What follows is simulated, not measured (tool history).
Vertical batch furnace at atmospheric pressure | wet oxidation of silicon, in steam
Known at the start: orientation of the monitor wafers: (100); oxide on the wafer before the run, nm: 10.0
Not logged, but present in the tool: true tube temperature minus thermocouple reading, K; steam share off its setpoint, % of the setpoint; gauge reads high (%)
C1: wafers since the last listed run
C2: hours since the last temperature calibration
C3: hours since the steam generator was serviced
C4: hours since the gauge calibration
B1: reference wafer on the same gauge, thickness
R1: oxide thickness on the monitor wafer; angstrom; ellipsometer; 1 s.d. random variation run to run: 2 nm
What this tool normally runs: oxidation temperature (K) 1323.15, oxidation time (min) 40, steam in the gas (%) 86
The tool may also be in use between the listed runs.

{"run": 1, "hour": 0.0, "oxidation temperature (K)": 1323.15, "oxidation time (min)": 40, "steam in the gas (%)": 92, "C1": 0, "C2": 3721.9, "C3": 3835.5, "C4": 546.4, "B1": 355.27, "R1": 4258.8}
{"run": 2, "hour": 40.4, "oxidation temperature (K)": 1323.15, "oxidation time (min)": 40, "steam in the gas (%)": 86, "C1": 709, "C2": 3762.3, "C3": 3875.9, "C4": 586.8, "B1": 355.49, "R1": 4091.5}
{"run": 3, "hour": 72.8, "oxidation temperature (K)": 1323.15, "oxidation time (min)": 40, "steam in the gas (%)": 86, "C1": 569, "C2": 3794.7, "C3": 3908.3, "C4": 619.2, "B1": 355.43, "R1": 4093.3}
{"hour": 105.5, "done": "gauge calibrated"}
{"run": 4, "hour": 107.7, "oxidation temperature (K)": 1323.15, "oxidation time (min)": 40, "steam in the gas (%)": 86, "C1": 613, "C2": 3829.6, "C3": 3943.2, "C4": 2.2, "B1": 348.41, "R1": 4015.5}
{"hour": 307.2, "done": "steam generator serviced"}
{"run": 5, "hour": 307.7, "oxidation temperature (K)": 1323.15, "oxidation time (min)": 40, "steam in the gas (%)": 94, "C1": 3091, "C2": 4029.6, "C3": 0.5, "C4": 202.2, "B1": 353.84, "R1": 4354.6}
{"run": 6, "hour": 340.0, "oxidation temperature (K)": 1323.15, "oxidation time (min)": 40, "steam in the gas (%)": 94, "C1": 567, "C2": 4061.9, "C3": 32.8, "C4": 234.5, "B1": 354.53, "R1": 4308.7}
{"run": 7, "hour": 409.3, "oxidation temperature (K)": 1323.15, "oxidation time (min)": 47.5, "steam in the gas (%)": 86, "C1": 1217, "C2": 4131.2, "C3": 102.1, "C4": 303.8, "B1": 354.93, "R1": 4540}
{"run": 8, "hour": 470.2, "oxidation temperature (K)": 1323.15, "oxidation time (min)": 47.5, "steam in the gas (%)": 86, "C1": 1069, "C2": 4192.1, "C3": 163, "C4": 364.7, "B1": 355.69, "R1": 4580.3}
{"run": 9, "hour": 510.8, "oxidation temperature (K)": 1323.15, "oxidation time (min)": 40, "steam in the gas (%)": 86, "C1": 713, "C2": 4232.7, "C3": 203.6, "C4": 405.3, "B1": 355.95, "R1": 4126.6}
{"run": 10, "hour": 544.3, "oxidation temperature (K)": 1340.15, "oxidation time (min)": 40, "steam in the gas (%)": 97, "C1": 588, "C2": 4266.2, "C3": 237.1, "C4": 438.8, "B1": 355.81, "R1": 4861.7}
{"run": 11, "hour": 595.8, "oxidation temperature (K)": 1345.15, "oxidation time (min)": 24, "steam in the gas (%)": 79, "C1": 904, "C2": 4317.7, "C3": 288.6, "C4": 490.3, "B1": 356.05, "R1": 3231.3}
{"hour": 613.4, "done": "gauge calibrated"}
{"run": 12, "hour": 637.7, "oxidation temperature (K)": 1337.15, "oxidation time (min)": 40, "steam in the gas (%)": 91, "C1": 736, "C2": 4359.6, "C3": 330.5, "C4": 24.3, "B1": 348.58, "R1": 4458.4}
{"hour": 699.9, "done": "thermocouples replaced and temperature profile calibrated"}
{"run": 13, "hour": 700.4, "oxidation temperature (K)": 1315.15, "oxidation time (min)": 40, "steam in the gas (%)": 90, "C1": 679, "C2": 0.5, "C3": 393.2, "C4": 87, "B1": 350.77, "R1": 3991.9}
{"run": 14, "hour": 720.6, "oxidation temperature (K)": 1300.15, "oxidation time (min)": 47.5, "steam in the gas (%)": 78, "C1": 354, "C2": 20.7, "C3": 413.4, "C4": 107.2, "B1": 351.42, "R1": 3725.4}
{"run": 15, "hour": 788.5, "oxidation temperature (K)": 1347.15, "oxidation time (min)": 30, "steam in the gas (%)": 80, "C1": 1192, "C2": 88.6, "C3": 481.3, "C4": 175.1, "B1": 352.47, "R1": 3726.5}
{"run": 16, "hour": 835.1, "oxidation temperature (K)": 1323.15, "oxidation time (min)": 46.5, "steam in the gas (%)": 86, "C1": 818, "C2": 135.2, "C3": 527.9, "C4": 221.7, "B1": 353.43, "R1": 4441.8}
{"run": 17, "hour": 862.4, "oxidation temperature (K)": 1323.15, "oxidation time (min)": 40, "steam in the gas (%)": 86, "C1": 479, "C2": 162.5, "C3": 555.2, "C4": 249, "B1": 353.54, "R1": 4090.2}
{"run": 18, "hour": 898.3, "oxidation temperature (K)": 1323.15, "oxidation time (min)": 40, "steam in the gas (%)": 86, "C1": 630, "C2": 198.4, "C3": 591.1, "C4": 284.9, "B1": 354.61, "R1": 4094.9}
{"run": 19, "hour": 952.0, "oxidation temperature (K)": 1313.15, "oxidation time (min)": 55, "steam in the gas (%)": 74, "C1": 943, "C2": 252.1, "C3": 644.8, "C4": 338.6, "B1": 354.74, "R1": 4299.4}

4 options for the next run, each taken on its own from the tool as it stands now. Forecast them:
{"run": "A", "hour": 956.2, "oxidation temperature (K)": 1316.15, "oxidation time (min)": 40, "steam in the gas (%)": 86, "C1": 73, "C2": 256.3, "C3": 649, "C4": 342.8, "B1": "?", "R1": "?"}
{"run": "B", "hour": 956.2, "oxidation temperature (K)": 1303.15, "oxidation time (min)": 40, "steam in the gas (%)": 91, "C1": 73, "C2": 256.3, "C3": 649, "C4": 342.8, "B1": "?", "R1": "?"}
{"run": "C", "hour": 956.2, "oxidation temperature (K)": 1306.15, "oxidation time (min)": 27, "steam in the gas (%)": 77, "C1": 73, "C2": 256.3, "C3": 649, "C4": 342.8, "B1": "?", "R1": "?"}
{"run": "D", "hour": 956.2, "oxidation temperature (K)": 1323.15, "oxidation time (min)": 21, "steam in the gas (%)": 77, "C1": 73, "C2": 256.3, "C3": 649, "C4": 342.8, "B1": "?", "R1": "?"}

run=A B1=354.25 R1=3914.9
run=B B1=354.25 R1=3743.8
run=C B1=354.25 R1=2628
run=D B1=354.25 R1=2500.2
With no hidden state in the tool, these same runs would have given:
run=A R1=3842
run=B R1=3674.1
run=C R1=2579
run=D R1=2453.7
